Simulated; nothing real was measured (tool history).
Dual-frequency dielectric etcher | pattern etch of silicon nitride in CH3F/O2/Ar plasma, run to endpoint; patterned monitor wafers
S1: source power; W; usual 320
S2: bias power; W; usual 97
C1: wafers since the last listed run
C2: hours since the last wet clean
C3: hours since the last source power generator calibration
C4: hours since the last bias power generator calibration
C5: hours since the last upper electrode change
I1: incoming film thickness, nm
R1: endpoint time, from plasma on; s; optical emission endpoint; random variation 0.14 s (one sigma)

{"run": 1, "hour": 0.0, "S1": 320, "S2": 109, "C1": 0, "C2": 79.2, "C3": 4231.1, "C4": 2740.9, "C5": 5081.6, "I1": 32.3, "R1": 44.5}
{"run": 2, "hour": 17.9, "S1": 320, "S2": 109, "C1": 165, "C2": 97.1, "C3": 4249.0, "C4": 2758.8, "C5": 5099.5, "I1": 32.03, "R1": 44.5}
{"run": 3, "hour": 43.7, "S1": 320, "S2": 109, "C1": 238, "C2": 122.9, "C3": 4274.8, "C4": 2784.6, "C5": 5125.3, "I1": 32.28, "R1": 44.5}
{"run": 4, "hour": 67.6, "S1": 320, "S2": 97, "C1": 220, "C2": 146.8, "C3": 4298.7, "C4": 2808.5, "C5": 5149.2, "I1": 32.23, "R1": 46.1}
{"run": 5, "hour": 100.7, "S1": 320, "S2": 97, "C1": 305, "C2": 179.9, "C3": 4331.8, "C4": 2841.6, "C5": 5182.3, "I1": 31.93, "R1": 45.7}
{"run": 6, "hour": 126.1, "S1": 320, "S2": 97, "C1": 234, "C2": 205.3, "C3": 4357.2, "C4": 2867.0, "C5": 5207.7, "I1": 32.32, "R1": 45.8}
{"run": 7, "hour": 146.3, "S1": 320, "S2": 97, "C1": 186, "C2": 225.5, "C3": 4377.4, "C4": 2887.2, "C5": 5227.9, "I1": 32.14, "R1": 46.1}
{"run": 8, "hour": 159.3, "S1": 320, "S2": 97, "C1": 120, "C2": 238.5, "C3": 4390.4, "C4": 2900.2, "C5": 5240.9, "I1": 32.33, "R1": 45.7}
{"run": 9, "hour": 182.7, "S1": 320, "S2": 97, "C1": 216, "C2": 261.9, "C3": 4413.8, "C4": 2923.6, "C5": 5264.3, "I1": 32.16, "R1": 45.5}
{"hour": 233.5, "done": "upper electrode replaced"}
{"run": 10, "hour": 234.0, "S1": 320, "S2": 97, "C1": 252, "C2": 313.2, "C3": 4465.1, "C4": 2974.9, "C5": 0.5, "I1": 32.14, "R1": 45.5}
{"run": 11, "hour": 234.3, "S1": 320, "S2": 97, "C1": 2, "C2": 313.5, "C3": 4465.4, "C4": 2975.2, "C5": 0.8, "I1": 32.22, "R1": 45.6}
{"run": 12, "hour": 246.5, "S1": 300, "S2": 89, "C1": 112, "C2": 325.7, "C3": 4477.6, "C4": 2987.4, "C5": 13.0, "I1": 32.09, "R1": 48.2}
{"run": 13, "hour": 263.2, "S1": 300, "S2": 89, "C1": 154, "C2": 342.4, "C3": 4494.3, "C4": 3004.1, "C5": 29.7, "I1": 32.08, "R1": 47.9}
{"run": 14, "hour": 293.1, "S1": 320, "S2": 82, "C1": 276, "C2": 372.3, "C3": 4524.2, "C4": 3034.0, "C5": 59.6, "I1": 32.16, "R1": 47.8}
{"hour": 313.0, "done": "bias power generator calibrated"}
{"hour": 331.6, "done": "wet clean of the chamber"}
{"run": 15, "hour": 332.1, "S1": 320, "S2": 97, "C1": 150, "C2": 0.5, "C3": 4563.2, "C4": 19.1, "C5": 98.6, "I1": 32.06, "R1": 47.0}
{"run": 16, "hour": 342.1, "S1": 320, "S2": 85, "C1": 92, "C2": 10.5, "C3": 4573.2, "C4": 29.1, "C5": 108.6, "I1": 31.87, "R1": 48.8}
{"run": 17, "hour": 376.4, "S1": 280, "S2": 109, "C1": 316, "C2": 44.8, "C3": 4607.5, "C4": 63.4, "C5": 142.9, "I1": 32.15, "R1": 48.2}
{"hour": 391.2, "done": "source power generator calibrated"}
{"run": 18, "hour": 407.4, "S1": 250, "S2": 76, "C1": 249, "C2": 75.8, "C3": 16.2, "C4": 94.4, "C5": 173.9, "I1": 32.17, "R1": 57.8}
{"run": 19, "hour": 426.0, "S1": 380, "S2": 106, "C1": 171, "C2": 94.4, "C3": 34.8, "C4": 113.0, "C5": 192.5, "I1": 31.97, "R1": 41.5}
{"run": 20, "hour": 447.0, "S1": 320, "S2": 97, "C1": 194, "C2": 115.4, "C3": 55.8, "C4": 134.0, "C5": 213.5, "I1": 32.02, "R1": 46.3}
{"run": 21, "hour": 459.7, "S1": 350, "S2": 75, "C1": 117, "C2": 128.1, "C3": 68.5, "C4": 146.7, "C5": 226.2, "I1": 31.92, "R1": 48.6}
{"run": 22, "hour": 481.2, "S1": 320, "S2": 120, "C1": 198, "C2": 149.6, "C3": 90.0, "C4": 168.2, "C5": 247.7, "I1": 32.11, "R1": 42.9}
{"run": 23, "hour": 513.0, "S1": 360, "S2": 86, "C1": 293, "C2": 181.4, "C3": 121.8, "C4": 200.0, "C5": 279.5, "I1": 32.07, "R1": 45.6}
{"run": 24, "hour": 544.9, "S1": 320, "S2": 97, "C1": 294, "C2": 213.3, "C3": 153.7, "C4": 231.9, "C5": 311.4, "I1": 31.96, "R1": 45.9}
{"run": 25, "hour": 567.7, "S1": 320, "S2": 97, "C1": 210, "C2": 236.1, "C3": 176.5, "C4": 254.7, "C5": 334.2, "I1": 32.12, "R1": 45.9}
{"run": 26, "hour": 590.7, "S1": 250, "S2": 86, "C1": 212, "C2": 259.1, "C3": 199.5, "C4": 277.7, "C5": 357.2, "I1": 32.06, "R1": 53.7}
{"run": 27, "hour": 617.9, "S1": 280, "S2": 118, "C1": 251, "C2": 286.3, "C3": 226.7, "C4": 304.9, "C5": 384.4, "I1": 32.01, "R1": 45.1}
{"run": 28, "hour": 641.4, "S1": 360, "S2": 120, "C1": 217, "C2": 309.8, "C3": 250.2, "C4": 328.4, "C5": 407.9, "I1": 32.35, "R1": 40.1}

Hidden state at the last listed run before each entry between runs and at the first one after, where it differs:
Between runs 9 and 10: upper electrode replaced (hour 233.5)
  etch rate over this chamber's usual, %: 2.55 -> 3.05
  measured less the result without the state, R1: -1.2 -> -1.4 s
Between runs 14 and 15: bias power generator calibrated (hour 313.0); wet clean of the chamber (hour 331.6)
  etch rate over this chamber's usual, %: 3.64 -> -0.674
  measured less the result without the state, R1: -1.8 -> +0.3 s
Between runs 17 and 18: source power generator calibrated (hour 391.2)
  etch rate over this chamber's usual, %: -0.236 -> 0.071
  measured less the result without the state, R1: +0.1 -> -0.1 s
